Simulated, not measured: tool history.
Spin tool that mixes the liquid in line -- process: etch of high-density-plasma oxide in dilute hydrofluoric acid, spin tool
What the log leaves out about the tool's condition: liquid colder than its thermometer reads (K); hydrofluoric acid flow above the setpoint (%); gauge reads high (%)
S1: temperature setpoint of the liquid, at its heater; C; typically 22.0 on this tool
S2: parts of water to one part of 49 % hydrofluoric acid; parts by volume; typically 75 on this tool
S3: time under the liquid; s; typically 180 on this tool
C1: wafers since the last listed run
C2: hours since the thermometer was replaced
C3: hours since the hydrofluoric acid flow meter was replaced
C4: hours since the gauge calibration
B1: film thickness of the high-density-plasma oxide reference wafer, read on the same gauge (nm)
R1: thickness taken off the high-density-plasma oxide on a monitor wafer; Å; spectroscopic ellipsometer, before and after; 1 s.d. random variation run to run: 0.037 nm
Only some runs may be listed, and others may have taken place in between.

| run | hour | S1 | S2 | S3 | C1 | C2 | C3 | C4 | B1 | R1 |
|---|---|---|---|---|---|---|---|---|---|---|
| 1 | 0.0 | 22.0 | 75 | 180 | 0 | 655.3 | 1164.6 | 558.7 | 130.00 | 98.3 |
| 2 | 18.6 | 22.0 | 75 | 180 | 148 | 673.9 | 1183.2 | 577.3 | 130.00 | 98.4 |
| 3 | 44.1 | 22.0 | 75 | 180 | 203 | 699.4 | 1208.7 | 602.8 | 130.01 | 97.8 |
| 4 | 69.0 | 22.0 | 75 | 115 | 198 | 724.3 | 1233.6 | 627.7 | 130.00 | 62.4 |
| 5 | 97.1 | 22.0 | 75 | 180 | 223 | 752.4 | 1261.7 | 655.8 | 130.00 | 98.0 |
| 6 | 131.6 | 22.0 | 75 | 180 | 274 | 786.9 | 1296.2 | 690.3 | 130.00 | 98.0 |
| 7 | 147.9 | 22.0 | 75 | 180 | 129 | 803.2 | 1312.5 | 706.6 | 130.01 | 97.9 |
| 8 | 217.2 | 22.0 | 75 | 180 | 551 | 872.5 | 1381.8 | 775.9 | 130.01 | 98.0 |
| 9 | 232.8 | 22.0 | 75 | 180 | 124 | 888.1 | 1397.4 | 791.5 | 130.01 | 97.4 |
| 10 | 257.5 | 22.0 | 75 | 180 | 196 | 912.8 | 1422.1 | 816.2 | 130.00 | 98.5 |
| 11 | 274.6 | 22.0 | 75 | 235 | 136 | 929.9 | 1439.2 | 833.3 | 130.03 | 127.1 |
| 12 | 303.1 | 22.0 | 75 | 180 | 226 | 958.4 | 1467.7 | 861.8 | 129.99 | 97.6 |
| 13 | 335.5 | 22.0 | 75 | 180 | 257 | 990.8 | 1500.1 | 894.2 | 130.00 | 97.5 |
| 14 | 350.4 | 22.0 | 75 | 180 | 118 | 1005.7 | 1515.0 | 909.1 | 129.99 | 97.3 |
| 15 | 365.3 | 22.0 | 45 | 220 | 118 | 1020.6 | 1529.9 | 924.0 | 129.99 | 208.3 |
| 16 | 387.5 | 23.5 | 75 | 95 | 176 | 1042.8 | 1552.1 | 946.2 | 130.00 | 54.5 |
|  | 393.0 | gauge calibrated |
| 17 | 420.7 | 26.0 | 75 | 180 | 264 | 1076.0 | 1585.3 | 27.7 | 130.00 | 114.3 |
|  | 428.9 | thermometer replaced |
| 18 | 439.8 | 25.5 | 65 | 180 | 144 | 10.9 | 1604.4 | 46.8 | 130.01 | 134.4 |
| 19 | 460.3 | 22.0 | 85 | 180 | 163 | 31.4 | 1624.9 | 67.3 | 130.01 | 87.6 |
| 20 | 483.0 | 22.0 | 75 | 180 | 180 | 54.1 | 1647.6 | 90.0 | 130.00 | 100.0 |
| 21 | 515.7 | 17.0 | 60 | 235 | 260 | 86.8 | 1680.3 | 122.7 | 130.01 | 134.1 |
| 22 | 528.8 | 22.0 | 75 | 180 | 104 | 99.9 | 1693.4 | 135.8 | 130.00 | 99.6 |
| 23 | 542.3 | 26.0 | 100 | 180 | 107 | 113.4 | 1706.9 | 149.3 | 130.00 | 85.0 |
|  | 549.7 | hydrofluoric acid flow meter replaced |
| 24 | 566.2 | 22.0 | 75 | 180 | 182 | 137.3 | 16.5 | 173.2 | 130.01 | 99.3 |
| 25 | 586.1 | 22.0 | 85 | 100 | 158 | 157.2 | 36.4 | 193.1 | 130.00 | 48.3 |
| 26 | 615.3 | 22.0 | 75 | 180 | 232 | 186.4 | 65.6 | 222.3 | 130.00 | 99.4 |
| 27 | 631.9 | 22.0 | 75 | 180 | 132 | 203.0 | 82.2 | 238.9 | 130.00 | 99.4 |
| 28 | 664.8 | 26.0 | 55 | 255 | 261 | 235.9 | 115.1 | 271.8 | 130.01 | 232.2 |
| 29 | 693.9 | 18.5 | 75 | 180 | 231 | 265.0 | 144.2 | 300.9 | 130.00 | 85.9 |
| 30 | 716.7 | 22.0 | 65 | 180 | 181 | 287.8 | 167.0 | 323.7 | 130.01 | 116.5 |
| 31 | 800.5 | 25.5 | 75 | 180 | 667 | 371.6 | 250.8 | 407.5 | 130.00 | 113.9 |

Predict each of these 3 candidate next runs independently; none follows another, all start after run 31:
| A | 801.0 | 22.0 | 75 | 180 | 3 | 372.1 | 251.3 | 408.0 | ? | ? |
| B | 801.0 | 17.0 | 90 | 150 | 3 | 372.1 | 251.3 | 408.0 | ? | ? |
| C | 801.0 | 18.5 | 55 | 150 | 3 | 372.1 | 251.3 | 408.0 | ? | ? |

| run | B1 | R1 |
|---|---|---|
| A | 129.99 | 98.3 |
| B | 129.99 | 54.4 |
| C | 129.99 | 98.7 |
Had the tool no hidden state, the same runs would have come out as:
| run | R1 |
|---|---|
| A | 99.3 |
| B | 55.0 |
| C | 99.8 |

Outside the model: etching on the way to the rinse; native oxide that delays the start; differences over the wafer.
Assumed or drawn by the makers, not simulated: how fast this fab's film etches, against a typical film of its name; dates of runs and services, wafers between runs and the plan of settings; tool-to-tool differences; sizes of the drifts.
